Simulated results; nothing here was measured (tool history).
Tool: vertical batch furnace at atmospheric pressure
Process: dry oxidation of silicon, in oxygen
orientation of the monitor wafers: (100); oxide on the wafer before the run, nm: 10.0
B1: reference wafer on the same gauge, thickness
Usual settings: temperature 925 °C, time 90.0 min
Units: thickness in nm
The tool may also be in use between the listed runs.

run 1 hour=0.0 | temperature=935 time=90.0 | B1=38.61 | thickness=39.99
run 2 hour=19.4 | temperature=925 time=58.5 | B1=38.61 | thickness=28.64
run 3 hour=40.6 | temperature=925 time=58.5 | B1=38.58 | thickness=28.65
run 4 hour=50.6 | temperature=925 time=58.5 | B1=38.60 | thickness=28.64
run 5 hour=74.0 | temperature=925 time=90.0 | B1=38.62 | thickness=36.59
run 6 hour=91.5 | temperature=925 time=90.0 | B1=38.64 | thickness=36.67
run 7 hour=108.8 | temperature=925 time=90.0 | B1=38.59 | thickness=36.65
run 8 hour=117.2 | temperature=925 time=61.0 | B1=38.59 | thickness=29.30
run 9 hour=131.9 | temperature=925 time=90.0 | B1=38.57 | thickness=36.60
run 10 hour=147.5 | temperature=925 time=90.0 | B1=38.60 | thickness=36.61
run 11 hour=164.0 | temperature=911 time=90.0 | B1=38.59 | thickness=32.40
-- hour=201.3 boat lift adjusted
run 12 hour=201.8 | temperature=911 time=90.0 | B1=38.59 | thickness=32.52
run 13 hour=207.5 | temperature=925 time=90.0 | B1=38.62 | thickness=36.70
run 14 hour=213.1 | temperature=925 time=90.0 | B1=38.62 | thickness=36.62
run 15 hour=218.7 | temperature=925 time=59.0 | B1=38.57 | thickness=28.81
run 16 hour=230.0 | temperature=925 time=59.0 | B1=38.62 | thickness=28.88
run 17 hour=242.2 | temperature=925 time=90.0 | B1=38.60 | thickness=36.60
run 18 hour=262.3 | temperature=925 time=90.0 | B1=38.61 | thickness=36.61
-- hour=277.6 gauge calibrated
run 19 hour=316.9 | temperature=907 time=58.0 | B1=38.60 | thickness=25.03
-- hour=353.5 thermocouples replaced and temperature profile calibrated
run 20 hour=354.0 | temperature=925 time=59.0 | B1=38.61 | thickness=27.99
run 21 hour=359.6 | temperature=925 time=90.0 | B1=38.60 | thickness=35.46
run 22 hour=369.4 | temperature=912 time=90.0 | B1=38.59 | thickness=31.65
run 23 hour=377.4 | temperature=925 time=90.0 | B1=38.62 | thickness=35.32
run 24 hour=398.5 | temperature=925 time=90.0 | B1=38.61 | thickness=35.30
run 25 hour=406.5 | temperature=910 time=117.0 | B1=38.61 | thickness=36.18
run 26 hour=415.0 | temperature=944 time=113.5 | B1=38.56 | thickness=48.59
run 27 hour=432.6 | temperature=925 time=73.0 | B1=38.59 | thickness=31.37
run 28 hour=449.4 | temperature=904 time=73.5 | B1=38.59 | thickness=26.64
run 29 hour=467.7 | temperature=925 time=90.0 | B1=38.62 | thickness=35.44
run 30 hour=494.9 | temperature=908 time=63.5 | B1=38.56 | thickness=25.56
run 31 hour=510.5 | temperature=925 time=59.0 | B1=38.61 | thickness=27.96
run 32 hour=532.3 | temperature=903 time=63.5 | B1=38.58 | thickness=24.55
run 33 hour=552.9 | temperature=925 time=74.0 | B1=38.58 | thickness=31.66
run 34 hour=561.0 | temperature=935 time=90.0 | B1=38.62 | thickness=38.55
run 35 hour=570.6 | temperature=900 time=54.5 | B1=38.59 | thickness=22.39
run 36 hour=588.9 | temperature=925 time=115.0 | B1=38.62 | thickness=41.09
run 37 hour=612.7 | temperature=925 time=90.0 | B1=38.62 | thickness=35.40
run 38 hour=635.2 | temperature=941 time=53.0 | B1=38.61 | thickness=29.95
run 39 hour=648.7 | temperature=925 time=61.0 | B1=38.60 | thickness=28.56

Some steps in thickness between neighbouring runs. How much of each would the tool show without its hidden state too (settings, what came in, random variation), and how much is left for the hidden state, with any gauge scatter that isn't in both results?
The hidden state here: true tube temperature minus thermocouple reading, K; monitor wafer colder than the profiled boat position, K; gauge reads high (%).
Run 1 -> 2: temperature 935 -> 925, time 90.0 -> 58.5. thickness -11.35 nm: hidden state -0.55, all else -10.80.
Run 18 -> 19: temperature 925 -> 907, time 90.0 -> 58.0, gauge calibrated. thickness -11.58 nm: hidden state -0.57, all else -11.01.
Run 19 -> 20: temperature 907 -> 925, time 58.0 -> 59.0, thermocouples replaced and temperature profile calibrated. thickness +2.96 nm: hidden state -0.78, all else +3.74.
Run 26 -> 27: temperature 944 -> 925, time 113.5 -> 73.0. thickness -17.22 nm: hidden state -0.04, all else -17.18.
Run 34 -> 35: temperature 935 -> 900, time 90.0 -> 54.5. thickness -16.16 nm: hidden state -0.09, all else -16.07.
Run 35 -> 36: temperature 900 -> 925, time 54.5 -> 115.0. thickness +18.70 nm: hidden state +0.11, all else +18.59.
